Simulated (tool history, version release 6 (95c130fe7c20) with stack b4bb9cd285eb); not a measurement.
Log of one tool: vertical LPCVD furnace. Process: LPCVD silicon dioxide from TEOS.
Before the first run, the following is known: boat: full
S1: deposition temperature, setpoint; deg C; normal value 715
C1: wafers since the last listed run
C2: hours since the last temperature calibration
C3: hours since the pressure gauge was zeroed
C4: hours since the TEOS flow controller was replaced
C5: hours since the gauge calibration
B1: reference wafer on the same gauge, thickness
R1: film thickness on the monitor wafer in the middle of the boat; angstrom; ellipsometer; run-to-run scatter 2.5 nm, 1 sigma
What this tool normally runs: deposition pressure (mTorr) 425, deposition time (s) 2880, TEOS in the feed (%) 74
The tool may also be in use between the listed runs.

Run 1, hour 0.0: usual settings but TEOS in the feed (%) 81; C1 0; C2 2928.9; C3 1248.6; C4 3745.9; C5 466.8; B1 515.31. Result: R1 7298.7 angstrom.
Run 2, hour 15.0: usual settings; C1 264; C2 2943.9; C3 1263.6; C4 3760.9; C5 481.8; B1 516.27. Result: R1 6953.6 angstrom.
At hour 24.5: gauge calibrated.
Run 3, hour 46.5: usual settings; C1 556; C2 2975.4; C3 1295.1; C4 3792.4; C5 22.0; B1 516.07. Result: R1 6946.7 angstrom.
Run 4, hour 77.0: usual settings; C1 538; C2 3005.9; C3 1325.6; C4 3822.9; C5 52.5; B1 516.19. Result: R1 7015.2 angstrom.
Run 5, hour 93.2: usual settings but S1 705 deg C; C1 286; C2 3022.1; C3 1341.8; C4 3839.1; C5 68.7; B1 516.19. Result: R1 5558.3 angstrom.
Run 6, hour 117.4: usual settings but S1 705 deg C; C1 427; C2 3046.3; C3 1366.0; C4 3863.3; C5 92.9; B1 516.16. Result: R1 5582.1 angstrom.
Run 7, hour 142.1: usual settings but S1 705 deg C; C1 436; C2 3071.0; C3 1390.7; C4 3888.0; C5 117.6; B1 516.11. Result: R1 5606.7 angstrom.
Run 8, hour 170.0: usual settings but deposition pressure (mTorr) 490; C1 492; C2 3098.9; C3 1418.6; C4 3915.9; C5 145.5; B1 515.93. Result: R1 7591.5 angstrom.
Run 9, hour 195.5: usual settings but deposition pressure (mTorr) 490; C1 450; C2 3124.4; C3 1444.1; C4 3941.4; C5 171.0; B1 516.05. Result: R1 7478.3 angstrom.
At hour 223.1: TEOS flow controller replaced.
Run 10, hour 298.9: usual settings; C1 1402; C2 3227.8; C3 1547.5; C4 75.8; C5 274.4; B1 516.34. Result: R1 7046.2 angstrom.
Run 11, hour 320.9: usual settings; C1 388; C2 3249.8; C3 1569.5; C4 97.8; C5 296.4; B1 515.98. Result: R1 7026.8 angstrom.
At hour 358.3: thermocouples replaced and temperature profile calibrated.
Run 12, hour 358.8: usual settings; C1 245; C2 0.5; C3 1607.4; C4 135.7; C5 334.3; B1 516.33. Result: R1 6411.7 angstrom.
Run 13, hour 373.7: usual settings but TEOS in the feed (%) 83; C1 263; C2 15.4; C3 1622.3; C4 150.6; C5 349.2; B1 516.00. Result: R1 6764.2 angstrom.
Run 14, hour 396.4: usual settings but TEOS in the feed (%) 83; C1 401; C2 38.1; C3 1645.0; C4 173.3; C5 371.9; B1 516.02. Result: R1 6800.7 angstrom.
Run 15, hour 413.5: usual settings but deposition time (s) 3330; C1 302; C2 55.2; C3 1662.1; C4 190.4; C5 389.0; B1 516.55. Result: R1 7399.7 angstrom.
Run 16, hour 434.0: usual settings but TEOS in the feed (%) 69; C1 362; C2 75.7; C3 1682.6; C4 210.9; C5 409.5; B1 515.44. Result: R1 6204.6 angstrom.
Run 17, hour 460.1: usual settings but S1 704 deg C, deposition pressure (mTorr) 375, deposition time (s) 2250, TEOS in the feed (%) 60; C1 461; C2 101.8; C3 1708.7; C4 237.0; C5 435.6; B1 515.96. Result: R1 3306.0 angstrom.
Run 18, hour 486.9: usual settings but TEOS in the feed (%) 78; C1 473; C2 128.6; C3 1735.5; C4 263.8; C5 462.4; B1 516.07. Result: R1 6581.2 angstrom.
Run 19, hour 518.2: usual settings but deposition pressure (mTorr) 345, deposition time (s) 2520, TEOS in the feed (%) 64; C1 552; C2 159.9; C3 1766.8; C4 295.1; C5 493.7; B1 515.84. Result: R1 4686.3 angstrom.
Run 20, hour 537.2: usual settings; C1 335; C2 178.9; C3 1785.8; C4 314.1; C5 512.7; B1 515.88. Result: R1 6399.1 angstrom.
At hour 550.0: gauge calibrated.
At hour 563.1: pressure gauge zeroed.
Run 21, hour 566.5: usual settings; C1 93; C2 208.2; C3 3.4; C4 343.4; C5 16.5; B1 516.78. Result: R1 6426.3 angstrom.
Run 22, hour 595.8: usual settings but S1 709 deg C, deposition pressure (mTorr) 525; C1 517; C2 237.5; C3 32.7; C4 372.7; C5 45.8; B1 515.92. Result: R1 6238.5 angstrom.
Run 23, hour 617.3: usual settings but deposition pressure (mTorr) 400; C1 379; C2 259.0; C3 54.2; C4 394.2; C5 67.3; B1 516.51. Result: R1 6313.8 angstrom.
Run 24, hour 637.9: usual settings; C1 363; C2 279.6; C3 74.8; C4 414.8; C5 87.9; B1 516.25. Result: R1 6396.5 angstrom.
Run 25, hour 654.2: usual settings but S1 725 deg C, deposition pressure (mTorr) 390, deposition time (s) 3480; C1 287; C2 295.9; C3 91.1; C4 431.1; C5 104.2; B1 515.85. Result: R1 9355.0 angstrom.
Run 26, hour 675.3: usual settings but deposition pressure (mTorr) 465, deposition time (s) 3540, TEOS in the feed (%) 62; C1 372; C2 317.0; C3 112.2; C4 452.2; C5 125.3; B1 515.32. Result: R1 7583.5 angstrom.
Run 27, hour 770.5: usual settings; C1 1681; C2 412.2; C3 207.4; C4 547.4; C5 220.5; B1 516.17. Result: R1 6468.8 angstrom.
Run 28, hour 784.7: usual settings but S1 726 deg C, deposition time (s) 2010; C1 250; C2 426.4; C3 221.6; C4 561.6; C5 234.7; B1 516.57. Result: R1 5753.4 angstrom.
Run 29, hour 816.4: usual settings but deposition pressure (mTorr) 375, deposition time (s) 2310, TEOS in the feed (%) 82; C1 560; C2 458.1; C3 253.3; C4 593.3; C5 266.4; B1 516.52. Result: R1 5138.4 angstrom.
Run 30, hour 842.3: usual settings; C1 457; C2 484.0; C3 279.2; C4 619.2; C5 292.3; B1 515.92. Result: R1 6460.5 angstrom.

What was the tool's hidden state at every run in the log?
true pressure minus gauge reading, mTorr: 0, the same for each run
deviation of the TEOS flow from its setpoint, %: 0, the same for each run
gauge reads high (%): 0, the same for each run
H1: true tube temperature minus thermocouple reading, K
run     H1
  1   3.97
  2   3.99
  3   4.03
  4   4.07
  5   4.09
  6   4.12
  7   4.15
  8   4.19
  9   4.22
 10   4.36
 11   4.39
 12  0.141
 13  0.161
 14  0.191
 15  0.214
 16  0.241
 17  0.275
 18  0.311
 19  0.352
 20  0.378
 21  0.416
 22  0.455
 23  0.484
 24  0.511
 25  0.533
 26  0.561
 27  0.687
 28  0.706
 29  0.748
 30  0.782
